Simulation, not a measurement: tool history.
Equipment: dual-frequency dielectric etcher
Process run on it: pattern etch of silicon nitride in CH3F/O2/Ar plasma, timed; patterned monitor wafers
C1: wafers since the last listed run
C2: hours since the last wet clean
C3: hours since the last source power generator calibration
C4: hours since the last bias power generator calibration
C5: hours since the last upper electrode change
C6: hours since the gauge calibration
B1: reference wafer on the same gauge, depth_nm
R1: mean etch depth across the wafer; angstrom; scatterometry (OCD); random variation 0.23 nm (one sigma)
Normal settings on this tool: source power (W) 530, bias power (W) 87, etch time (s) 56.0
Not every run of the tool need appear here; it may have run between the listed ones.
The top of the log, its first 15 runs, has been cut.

run 16 day=8.333 | source_power_(W)=530 bias_power_(W)=75 etch_time_(s)=66.0 | C1=249 C2=73.3 C3=1537.5 C4=4778.0 C5=99.6 C6=43.9 | B1=51.73 | R1=533.5
run 17 day=8.883 | source_power_(W)=530 bias_power_(W)=70 etch_time_(s)=42.0 | C1=115 C2=86.5 C3=1550.7 C4=4791.2 C5=112.8 C6=57.1 | B1=51.88 | R1=332.5
run 18 day=9.592 | source_power_(W)=530 bias_power_(W)=87 etch_time_(s)=56.0 | C1=148 C2=103.5 C3=1567.7 C4=4808.2 C5=129.8 C6=74.1 | B1=51.93 | R1=489.2
-- day=9.825 bias power generator calibrated
run 19 day=9.883 | source_power_(W)=490 bias_power_(W)=87 etch_time_(s)=56.0 | C1=26 C2=110.5 C3=1574.7 C4=1.4 C5=136.8 C6=81.1 | B1=51.89 | R1=467.2
run 20 day=10.562 | source_power_(W)=460 bias_power_(W)=87 etch_time_(s)=63.5 | C1=142 C2=126.8 C3=1591.0 C4=17.7 C5=153.1 C6=97.4 | B1=51.89 | R1=511.1
run 21 day=11.150 | source_power_(W)=530 bias_power_(W)=87 etch_time_(s)=56.0 | C1=123 C2=140.9 C3=1605.1 C4=31.8 C5=167.2 C6=111.5 | B1=51.91 | R1=488.9
run 22 day=11.525 | source_power_(W)=530 bias_power_(W)=87 etch_time_(s)=56.0 | C1=78 C2=149.9 C3=1614.1 C4=40.8 C5=176.2 C6=120.5 | B1=51.83 | R1=493.4
run 23 day=12.162 | source_power_(W)=530 bias_power_(W)=95 etch_time_(s)=45.0 | C1=133 C2=165.2 C3=1629.4 C4=56.1 C5=191.5 C6=135.8 | B1=51.99 | R1=414.3

What will run 24 give?
run 24 day=12.700 | source_power_(W)=530 bias_power_(W)=87 etch_time_(s)=56.0 | C1=112 C2=178.1 C3=1642.3 C4=69.0 C5=204.4 C6=148.7 | B1=? | R1=?

{"run 24": {"B1": 51.82, "R1": 491.7}}
If the tool had no hidden condition, the same run with the same run-to-run variation would have returned R1 484.5 angstrom.
